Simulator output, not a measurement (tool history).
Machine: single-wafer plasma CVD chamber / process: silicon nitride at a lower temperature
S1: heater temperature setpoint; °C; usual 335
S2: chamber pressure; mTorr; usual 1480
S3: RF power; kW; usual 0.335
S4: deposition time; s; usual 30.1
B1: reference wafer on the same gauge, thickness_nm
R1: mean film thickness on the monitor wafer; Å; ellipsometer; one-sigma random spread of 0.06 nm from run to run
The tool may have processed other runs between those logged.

run   hour   S1    S2     S3    S4      B1      R1
  1    0.0  335  1480  0.335  30.1  42.426  394.85
  2   12.2  335  1480  0.335  30.1  42.398  395.74
  3   21.9  335  1480  0.335  30.1  42.397  395.61
  4   30.1  335  1480  0.335  30.1  42.417  395.22
      40.5  -- thermocouple changed; heater temperature recalibrated
  5   41.0  326  1480  0.335  26.2  42.408  346.45
  6   48.5  335  1480  0.335  30.1  42.410  396.37
  7   61.8  324  1180  0.335  30.1  42.411  382.16
  8  105.1  349  1290  0.395  30.1  42.404  406.00
     113.9  -- capacitance manometer re-zeroed and calibrated
     121.2  -- RF generator calibrated
     121.9  -- showerhead replaced
  9  122.4  344  1480  0.315  30.1  42.394  397.65
 10  134.7  335  1480  0.295  30.1  42.407  391.40
 11  147.2  335  1120  0.335  30.1  42.400  386.42
 12  162.4  335  1480  0.335  30.1  42.406  406.85
 13  178.3  346  1340  0.335  28.1  42.418  371.90
 14  190.6  347  1480  0.335  34.9  42.404  469.30
 15  200.4  335  1480  0.335  30.1  42.387  406.77
 16  207.8  327  1390  0.335  35.6  42.420  477.36
     215.8  -- capacitance manometer re-zeroed and calibrated, repeated, since the last time left the tool worse
     220.6  -- gauge calibrated
 17  223.2  335  1480  0.335  30.1  42.394  399.70
 18  229.8  342  1260  0.275  30.1  42.384  363.52
 19  245.3  344  1480  0.395  24.4  42.407  340.91
 20  256.8  335  1480  0.335  30.1  42.397  401.06
 21  271.2  335  1480  0.335  24.6  42.416  327.77
 22  281.5  335  1480  0.335  24.6  42.395  327.14
 23  318.6  335  1140  0.310  30.1  42.390  371.54
 24  325.8  348  1680  0.385  27.7  42.404  390.77
 25  335.7  335  1480  0.355  30.1  42.376  405.46
 26  351.5  335  1320  0.335  30.1  42.415  390.40
 27  362.5  335  1480  0.335  35.8  42.410  474.27

List, for all runs, the conditions of the tool that the log does not record:
wafer temperature above the value expected at the setpoint (K): 0 at every run
delivered RF power above the setpoint (%): 0 at every run
gauge reads high (%): 0 at every run
H1: true pressure above the setpoint (%)
run      H1
  1   -5.25
  2   -5.26
  3   -5.27
  4   -5.27
  5   -5.28
  6   -5.29
  7    -5.3
  8   -5.33
  9    10.3
 10    10.2
 11      10
 12    9.85
 13    9.68
 14    9.54
 15    9.44
 16    9.36
 17   -0.12
 18  -0.198
 19  -0.379
 20   -0.51
 21   -0.67
 22  -0.782
 23   -1.17
 24   -1.24
 25   -1.34
 26   -1.49
 27    -1.6
